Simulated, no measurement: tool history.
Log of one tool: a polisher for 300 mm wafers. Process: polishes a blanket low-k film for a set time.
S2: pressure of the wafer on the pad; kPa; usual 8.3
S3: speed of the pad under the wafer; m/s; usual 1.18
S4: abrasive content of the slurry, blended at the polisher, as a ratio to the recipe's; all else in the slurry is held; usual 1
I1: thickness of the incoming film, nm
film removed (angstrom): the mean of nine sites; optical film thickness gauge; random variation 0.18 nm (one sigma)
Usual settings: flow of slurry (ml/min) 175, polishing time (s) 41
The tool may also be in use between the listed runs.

{"run": 1, "hour": 0.0, "flow of slurry (ml/min)": 175, "S2": 8.3, "S3": 1.18, "S4": 1, "polishing time (s)": 41, "I1": 414.7, "film removed (angstrom)": 116}
{"hour": 12.1, "done": "conditioning disc replaced and pad reconditioned"}
{"hour": 71.0, "done": "worn pad replaced by a new one"}
{"run": 2, "hour": 92.3, "flow of slurry (ml/min)": 175, "S2": 8.3, "S3": 1.3, "S4": 1.15, "polishing time (s)": 50, "I1": 407.1, "film removed (angstrom)": 173}
{"run": 3, "hour": 137.3, "flow of slurry (ml/min)": 175, "S2": 6.2, "S3": 1.18, "S4": 1, "polishing time (s)": 41, "I1": 403.6, "film removed (angstrom)": 95}
{"run": 4, "hour": 228.8, "flow of slurry (ml/min)": 160, "S2": 9.7, "S3": 1.4, "S4": 1, "polishing time (s)": 28, "I1": 404.9, "film removed (angstrom)": 100}
{"hour": 298.8, "done": "slurry blender recalibrated"}
{"run": 5, "hour": 313.4, "flow of slurry (ml/min)": 175, "S2": 11, "S3": 1.42, "S4": 1, "polishing time (s)": 41, "I1": 411.3, "film removed (angstrom)": 190}
{"run": 6, "hour": 410.7, "flow of slurry (ml/min)": 175, "S2": 8.3, "S3": 0.96, "S4": 1, "polishing time (s)": 41, "I1": 414.5, "film removed (angstrom)": 115}
{"run": 7, "hour": 453.0, "flow of slurry (ml/min)": 175, "S2": 6.9, "S3": 0.82, "S4": 1, "polishing time (s)": 41, "I1": 406.8, "film removed (angstrom)": 85}
{"hour": 476.3, "done": "slurry nozzle cleaned"}
{"run": 8, "hour": 498.9, "flow of slurry (ml/min)": 175, "S2": 6.9, "S3": 1.18, "S4": 0.9, "polishing time (s)": 41, "I1": 404.1, "film removed (angstrom)": 94}
{"hour": 540.9, "done": "head pressure recalibrated"}
{"run": 9, "hour": 593.8, "flow of slurry (ml/min)": 155, "S2": 8.3, "S3": 0.94, "S4": 0.75, "polishing time (s)": 41, "I1": 416.9, "film removed (angstrom)": 75}
{"run": 10, "hour": 649.5, "flow of slurry (ml/min)": 125, "S2": 6.2, "S3": 1.52, "S4": 1, "polishing time (s)": 50, "I1": 411.2, "film removed (angstrom)": 124}
{"hour": 673.9, "done": "conditioning disc replaced and pad reconditioned"}
{"hour": 682.9, "done": "worn pad replaced by a new one"}
{"run": 11, "hour": 690.1, "flow of slurry (ml/min)": 175, "S2": 8.3, "S3": 1.18, "S4": 1, "polishing time (s)": 41, "I1": 412.7, "film removed (angstrom)": 119}
{"run": 12, "hour": 771.1, "flow of slurry (ml/min)": 175, "S2": 8.3, "S3": 1.18, "S4": 1, "polishing time (s)": 41, "I1": 410.2, "film removed (angstrom)": 119}
{"run": 13, "hour": 844.0, "flow of slurry (ml/min)": 175, "S2": 8.3, "S3": 1.18, "S4": 1, "polishing time (s)": 41, "I1": 413.2, "film removed (angstrom)": 117}
{"hour": 929.8, "done": "slurry blender recalibrated"}
{"run": 14, "hour": 944.5, "flow of slurry (ml/min)": 150, "S2": 8.3, "S3": 1.44, "S4": 0.7, "polishing time (s)": 41, "I1": 412.6, "film removed (angstrom)": 102}
{"run": 15, "hour": 1012.8, "flow of slurry (ml/min)": 175, "S2": 8.3, "S3": 1.18, "S4": 1, "polishing time (s)": 41, "I1": 410.5, "film removed (angstrom)": 131}
{"hour": 1133.3, "done": "slurry nozzle cleaned"}
{"run": 16, "hour": 1164.4, "flow of slurry (ml/min)": 175, "S2": 8.3, "S3": 1.18, "S4": 1, "polishing time (s)": 41, "I1": 409, "film removed (angstrom)": 125}
{"run": 17, "hour": 1226.1, "flow of slurry (ml/min)": 150, "S2": 8.3, "S3": 1.18, "S4": 1.1, "polishing time (s)": 52, "I1": 416.3, "film removed (angstrom)": 168}
{"run": 18, "hour": 1295.8, "flow of slurry (ml/min)": 210, "S2": 8.3, "S3": 1.18, "S4": 1, "polishing time (s)": 41, "I1": 412.9, "film removed (angstrom)": 123}
{"hour": 1305.8, "done": "conditioning disc replaced and pad reconditioned"}
{"run": 19, "hour": 1387.5, "flow of slurry (ml/min)": 160, "S2": 6.9, "S3": 1.32, "S4": 1, "polishing time (s)": 41, "I1": 410.6, "film removed (angstrom)": 108}
{"hour": 1444.0, "done": "worn pad replaced by a new one"}
{"run": 20, "hour": 1444.5, "flow of slurry (ml/min)": 230, "S2": 5.5, "S3": 1.58, "S4": 0.85, "polishing time (s)": 41, "I1": 411.3, "film removed (angstrom)": 87}
{"run": 21, "hour": 1480.3, "flow of slurry (ml/min)": 175, "S2": 5.5, "S3": 1.18, "S4": 1, "polishing time (s)": 27, "I1": 409.4, "film removed (angstrom)": 55}
{"hour": 1510.0, "done": "slurry blender recalibrated"}
{"run": 22, "hour": 1545.4, "flow of slurry (ml/min)": 135, "S2": 8.3, "S3": 1.18, "S4": 1.2, "polishing time (s)": 41, "I1": 418.2, "film removed (angstrom)": 141}
{"run": 23, "hour": 1609.9, "flow of slurry (ml/min)": 225, "S2": 8.3, "S3": 1.5, "S4": 1.2, "polishing time (s)": 41, "I1": 404, "film removed (angstrom)": 178}
{"run": 24, "hour": 1657.2, "flow of slurry (ml/min)": 195, "S2": 8.3, "S3": 1.52, "S4": 0.9, "polishing time (s)": 33, "I1": 412, "film removed (angstrom)": 108}

Some steps in film removed (angstrom) between neighbouring runs. How much of each would the tool show without its hidden state too (settings, what came in, random variation), and how much is left for the hidden state, with any gauge scatter that isn't in both results?
The hidden state here: removal rate lost through wear of the pad, %; slurry flow missing at the pad, %; deviation of the head's pressure from its setpoint, %; abrasive missing from the slurry, %; time polished since the conditioner stopped cutting, s.
Run 4 -> 5: flow of slurry (ml/min) 160 -> 175, S2 9.7 -> 11, S3 1.4 -> 1.42, polishing time (s) 28 -> 41, slurry blender recalibrated. film removed (angstrom) +90: hidden state +13, all else +77.
Run 13 -> 14: flow of slurry (ml/min) 175 -> 150, S3 1.18 -> 1.44, S4 1 -> 0.7, slurry blender recalibrated. film removed (angstrom) -15: hidden state +18, all else -33.
Run 21 -> 22: flow of slurry (ml/min) 175 -> 135, S2 5.5 -> 8.3, S4 1 -> 1.2, polishing time (s) 27 -> 41, slurry blender recalibrated. film removed (angstrom) +86: hidden state +6, all else +80.
